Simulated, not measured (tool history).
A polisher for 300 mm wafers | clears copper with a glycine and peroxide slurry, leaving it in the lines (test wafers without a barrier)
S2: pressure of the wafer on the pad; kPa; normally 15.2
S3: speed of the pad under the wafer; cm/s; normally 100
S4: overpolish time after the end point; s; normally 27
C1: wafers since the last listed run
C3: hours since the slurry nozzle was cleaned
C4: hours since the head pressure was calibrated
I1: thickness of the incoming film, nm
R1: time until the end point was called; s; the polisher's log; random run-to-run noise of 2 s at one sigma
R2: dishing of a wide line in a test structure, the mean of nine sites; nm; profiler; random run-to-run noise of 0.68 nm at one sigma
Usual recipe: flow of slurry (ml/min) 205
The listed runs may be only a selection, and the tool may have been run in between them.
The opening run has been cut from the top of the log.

Run 2, hour 84: usual settings; C1 783; wafers polished on this pad 4959; C3 101.8; C4 396.7; I1 608.8. Result: R1 159.7 s, R2 53.8 nm.
Run 3, hour 155: usual settings; C1 661; wafers polished on this pad 5621; C3 172.8; C4 467.7; I1 614.5. Result: R1 161.7 s, R2 53.1 nm.
At hour 172.6: worn pad replaced by a new one.
Run 4, hour 262.9: usual settings but S2 17.2 kPa; C1 968; wafers polished on this pad 842; C3 280.7; C4 575.6; I1 616.2. Result: R1 145.9 s, R2 56.5 nm.
Run 5, hour 346.7: usual settings but S2 17.2 kPa; C1 781; wafers polished on this pad 1623; C3 364.5; C4 659.4; I1 611.6. Result: R1 147.2 s, R2 57.7 nm.
Run 6, hour 385.7: usual settings; C1 363; wafers polished on this pad 1987; C3 403.5; C4 698.4; I1 598.5. Result: R1 159.6 s, R2 54 nm.
Run 7, hour 426.5: usual settings; C1 380; wafers polished on this pad 2367; C3 444.3; C4 739.2; I1 607.9. Result: R1 167.8 s, R2 54.1 nm.
Run 8, hour 533.9: usual settings; C1 1001; wafers polished on this pad 3368; C3 551.7; C4 846.6; I1 602.3. Result: R1 160.1 s, R2 53.8 nm.
Run 9, hour 570.1: usual settings but S3 114 cm/s; C1 337; wafers polished on this pad 3706; C3 587.9; C4 882.8; I1 601.5. Result: R1 143 s, R2 57.1 nm.
Run 10, hour 612.1: usual settings but S3 108 cm/s; C1 391; wafers polished on this pad 4097; C3 629.9; C4 924.8; I1 617.1. Result: R1 158.8 s, R2 55.2 nm.
At hour 648.4: slurry nozzle cleaned.
Run 11, hour 719.5: usual settings but S3 108 cm/s; C1 992; wafers polished on this pad 5089; C3 71.1; C4 1032.2; I1 611.7. Result: R1 144.2 s, R2 57.3 nm.
Run 12, hour 817.1: usual settings but S3 108 cm/s; C1 909; wafers polished on this pad 5999; C3 168.7; C4 1129.8; I1 617.1. Result: R1 147.6 s, R2 56.8 nm.
At hour 838.7: worn pad replaced by a new one.
Run 13, hour 902.1: usual settings but flow of slurry (ml/min) 225, S4 19 s; C1 755; wafers polished on this pad 591; C3 253.7; C4 1214.8; I1 616.7. Result: R1 151.8 s, R2 44.3 nm.
Run 14, hour 988.5: usual settings but flow of slurry (ml/min) 225, S4 19 s; C1 805; wafers polished on this pad 1396; C3 340.1; C4 1301.2; I1 618.7. Result: R1 156.3 s, R2 44.5 nm.
At hour 1033.1: head pressure recalibrated.
Run 15, hour 1063.4: usual settings; C1 679; wafers polished on this pad 2076; C3 415; C4 30.3; I1 614.5. Result: R1 178.5 s, R2 51.2 nm.
Run 16, hour 1162.2: usual settings; C1 921; wafers polished on this pad 2997; C3 513.8; C4 129.1; I1 599.3. Result: R1 170.9 s, R2 50.5 nm.
Run 17, hour 1251.1: usual settings but flow of slurry (ml/min) 250; C1 828; wafers polished on this pad 3826; C3 602.7; C4 218; I1 613.5. Result: R1 170.5 s, R2 53 nm.
At hour 1275: slurry nozzle cleaned.
Run 18, hour 1336.8: usual settings but flow of slurry (ml/min) 255; C1 789; wafers polished on this pad 4616; C3 61.8; C4 303.7; I1 614. Result: R1 163.2 s, R2 53.1 nm.
At hour 1567: worn pad replaced by a new one.
Run 19, hour 1647.7: usual settings but flow of slurry (ml/min) 135, S2 12.4 kPa, S3 124 cm/s, S4 36 s; C1 2861; wafers polished on this pad 752; C3 372.7; C4 614.6; I1 603.5. Result: R1 178.1 s, R2 58.1 nm.
Run 20, hour 1718.4: usual settings but S3 108 cm/s; C1 659; wafers polished on this pad 1411; C3 443.4; C4 685.3; I1 605.8. Result: R1 158.1 s, R2 53.6 nm.
Run 21, hour 1911.6: usual settings; C1 1801; wafers polished on this pad 3212; C3 636.6; C4 878.5; I1 613.1. Result: R1 167.3 s, R2 51.5 nm.
At hour 2001.7: slurry nozzle cleaned.
Run 22, hour 2055.6: usual settings but S3 114 cm/s; C1 1333; wafers polished on this pad 4546; C3 53.9; C4 1022.5; I1 603.7. Result: R1 133.2 s, R2 58 nm.
At hour 2154.9: head pressure recalibrated.
At hour 2276: worn pad replaced by a new one.
Run 23, hour 2281.5: usual settings but flow of slurry (ml/min) 245, S3 86 cm/s, S4 33 s; C1 2050; wafers polished on this pad 51; C3 279.8; C4 126.6; I1 610.4. Result: R1 183.8 s, R2 56.2 nm.

What will run 24 give?
Run 24, hour 2435.3: usual settings but S2 19.3 kPa, S4 22 s; C1 1433; wafers polished on this pad 1485; C3 433.6; C4 280.4; I1 607. Result: R1 ?, R2 ?.

R1: 135.7 s
R2: 52.1 nm
On a tool with no hidden condition, and with the same random variation, this run would have come out at R1 131.9 s, R2 52.9 nm.

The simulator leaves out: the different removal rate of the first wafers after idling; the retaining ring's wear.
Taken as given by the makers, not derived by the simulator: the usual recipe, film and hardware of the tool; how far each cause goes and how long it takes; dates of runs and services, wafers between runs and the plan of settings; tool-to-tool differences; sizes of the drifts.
